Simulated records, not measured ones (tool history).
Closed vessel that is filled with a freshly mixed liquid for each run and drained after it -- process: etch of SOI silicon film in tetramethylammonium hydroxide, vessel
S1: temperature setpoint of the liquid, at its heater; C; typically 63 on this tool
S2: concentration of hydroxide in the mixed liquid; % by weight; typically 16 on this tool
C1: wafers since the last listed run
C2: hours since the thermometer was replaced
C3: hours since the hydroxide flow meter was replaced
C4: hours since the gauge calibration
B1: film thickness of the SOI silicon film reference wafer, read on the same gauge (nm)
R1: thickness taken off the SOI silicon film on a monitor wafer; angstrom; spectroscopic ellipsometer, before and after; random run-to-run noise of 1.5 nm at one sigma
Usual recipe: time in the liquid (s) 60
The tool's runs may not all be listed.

run 1 hour=0 | S1=63 S2=16 time_in_the_liquid_(s)=60 | C1=0 C2=1091.8 C3=834.8 C4=1871.1 | B1=29.99 | R1=2426.8
run 2 hour=51.7 | S1=63 S2=16 time_in_the_liquid_(s)=60 | C1=3236 C2=1143.5 C3=886.5 C4=1922.8 | B1=29.94 | R1=2422.1
run 3 hour=92 | S1=63 S2=16 time_in_the_liquid_(s)=60 | C1=2523 C2=1183.8 C3=926.8 C4=1963.1 | B1=29.97 | R1=2453.9
run 4 hour=122.7 | S1=63 S2=16 time_in_the_liquid_(s)=60 | C1=1922 C2=1214.5 C3=957.5 C4=1993.8 | B1=30.01 | R1=2410.7
run 5 hour=181.6 | S1=63 S2=16 time_in_the_liquid_(s)=60 | C1=3687 C2=1273.4 C3=1016.4 C4=2052.7 | B1=30 | R1=2459.4
-- hour=197.1 gauge calibrated
run 6 hour=221.8 | S1=63 S2=16 time_in_the_liquid_(s)=60 | C1=2516 C2=1313.6 C3=1056.6 C4=24.7 | B1=30.01 | R1=2440.2
run 7 hour=255.3 | S1=63 S2=16 time_in_the_liquid_(s)=60 | C1=2097 C2=1347.1 C3=1090.1 C4=58.2 | B1=30.01 | R1=2465.1
run 8 hour=306.1 | S1=63 S2=14.5 time_in_the_liquid_(s)=60 | C1=3180 C2=1397.9 C3=1140.9 C4=109 | B1=30.06 | R1=2575.9
run 9 hour=373 | S1=63 S2=14.5 time_in_the_liquid_(s)=60 | C1=4188 C2=1464.8 C3=1207.8 C4=175.9 | B1=30.01 | R1=2586.2
run 10 hour=432.1 | S1=63 S2=14.5 time_in_the_liquid_(s)=60 | C1=3700 C2=1523.9 C3=1266.9 C4=235 | B1=30 | R1=2607.9
run 11 hour=487 | S1=63 S2=18 time_in_the_liquid_(s)=60 | C1=3437 C2=1578.8 C3=1321.8 C4=289.9 | B1=30 | R1=2387
-- hour=504.6 thermometer replaced
run 12 hour=552.3 | S1=63 S2=16 time_in_the_liquid_(s)=60 | C1=4025 C2=47.7 C3=1387.1 C4=355.2 | B1=30.01 | R1=2491.8
run 13 hour=617.2 | S1=66 S2=12 time_in_the_liquid_(s)=30 | C1=4063 C2=112.6 C3=1452 C4=420.1 | B1=29.96 | R1=1697.2
run 14 hour=649.7 | S1=56 S2=18 time_in_the_liquid_(s)=80 | C1=2034 C2=145.1 C3=1484.5 C4=452.6 | B1=29.97 | R1=2068.4
run 15 hour=698.1 | S1=63 S2=16 time_in_the_liquid_(s)=60 | C1=3030 C2=193.5 C3=1532.9 C4=501 | B1=30.02 | R1=2486.8
run 16 hour=740.6 | S1=63 S2=18.5 time_in_the_liquid_(s)=60 | C1=2660 C2=236 C3=1575.4 C4=543.5 | B1=30.01 | R1=2341.6
run 17 hour=766.6 | S1=63 S2=18.5 time_in_the_liquid_(s)=30 | C1=1627 C2=262 C3=1601.4 C4=569.5 | B1=30.02 | R1=1171.6
run 18 hour=805.2 | S1=63 S2=16 time_in_the_liquid_(s)=60 | C1=2416 C2=300.6 C3=1640 C4=608.1 | B1=29.98 | R1=2488.6
run 19 hour=845.7 | S1=63 S2=16 time_in_the_liquid_(s)=60 | C1=2535 C2=341.1 C3=1680.5 C4=648.6 | B1=30.02 | R1=2474.1
run 20 hour=907.7 | S1=60.5 S2=14.5 time_in_the_liquid_(s)=35 | C1=3881 C2=403.1 C3=1742.5 C4=710.6 | B1=29.99 | R1=1312.4
run 21 hour=956.6 | S1=68.5 S2=20 time_in_the_liquid_(s)=45 | C1=3061 C2=452 C3=1791.4 C4=759.5 | B1=30.01 | R1=2395
run 22 hour=1008.1 | S1=63 S2=13 time_in_the_liquid_(s)=60 | C1=3224 C2=503.5 C3=1842.9 C4=811 | B1=30.02 | R1=2774.1
run 23 hour=1073.1 | S1=67.5 S2=20 time_in_the_liquid_(s)=75 | C1=4069 C2=568.5 C3=1907.9 C4=876 | B1=29.98 | R1=3755.1
-- hour=1080.5 hydroxide flow meter replaced
run 24 hour=1099.2 | S1=57.5 S2=12 time_in_the_liquid_(s)=50 | C1=1571 C2=594.6 C3=18.7 C4=902.1 | B1=30.04 | R1=1595.7
run 25 hour=1160.5 | S1=56.5 S2=18.5 time_in_the_liquid_(s)=40 | C1=3837 C2=655.9 C3=80 C4=963.4 | B1=30.01 | R1=996.3
run 26 hour=1211.9 | S1=58 S2=11 time_in_the_liquid_(s)=30 | C1=3217 C2=707.3 C3=131.4 C4=1014.8 | B1=30.02 | R1=1027.6
run 27 hour=1242.6 | S1=57 S2=19.5 time_in_the_liquid_(s)=60 | C1=1922 C2=738 C3=162.1 C4=1045.5 | B1=29.99 | R1=1523.3
run 28 hour=1291.3 | S1=63 S2=14 time_in_the_liquid_(s)=60 | C1=3048 C2=786.7 C3=210.8 C4=1094.2 | B1=30 | R1=2569.3
run 29 hour=1333.1 | S1=63 S2=11 time_in_the_liquid_(s)=85 | C1=2616 C2=828.5 C3=252.6 C4=1136 | B1=29.97 | R1=3977
run 30 hour=1392.2 | S1=63 S2=16 time_in_the_liquid_(s)=60 | C1=3700 C2=887.6 C3=311.7 C4=1195.1 | B1=30.01 | R1=2430.2
run 31 hour=1427.1 | S1=66.5 S2=14 time_in_the_liquid_(s)=85 | C1=2184 C2=922.5 C3=346.6 C4=1230 | B1=30 | R1=4504
run 32 hour=1462.9 | S1=63 S2=14 time_in_the_liquid_(s)=60 | C1=2241 C2=958.3 C3=382.4 C4=1265.8 | B1=29.99 | R1=2535.5
run 33 hour=1526.1 | S1=69.5 S2=13 time_in_the_liquid_(s)=30 | C1=3956 C2=1021.5 C3=445.6 C4=1329 | B1=29.99 | R1=1957.4

What differs in the tool's unlogged condition from the final listed run ahead of each entry between runs to the first listed run following it?
Logged between run 5 and run 6: gauge calibrated (hour 197.1)
  hydroxide flow below the setpoint (%): 7.65 -> 7.86
  measured minus no-state result, R1: +71.9 -> +74.3 angstrom
Logged between run 11 and run 12: thermometer replaced (hour 504.6)
  hydroxide flow below the setpoint (%): 9.24 -> 9.59
  measured minus no-state result, R1: +86.1 -> +100.6 angstrom
Logged between run 23 and run 24: hydroxide flow meter replaced (hour 1080.5)
  hydroxide flow below the setpoint (%): 12.3 -> 0.868
  measured minus no-state result, R1: +205.7 -> +5.6 angstrom

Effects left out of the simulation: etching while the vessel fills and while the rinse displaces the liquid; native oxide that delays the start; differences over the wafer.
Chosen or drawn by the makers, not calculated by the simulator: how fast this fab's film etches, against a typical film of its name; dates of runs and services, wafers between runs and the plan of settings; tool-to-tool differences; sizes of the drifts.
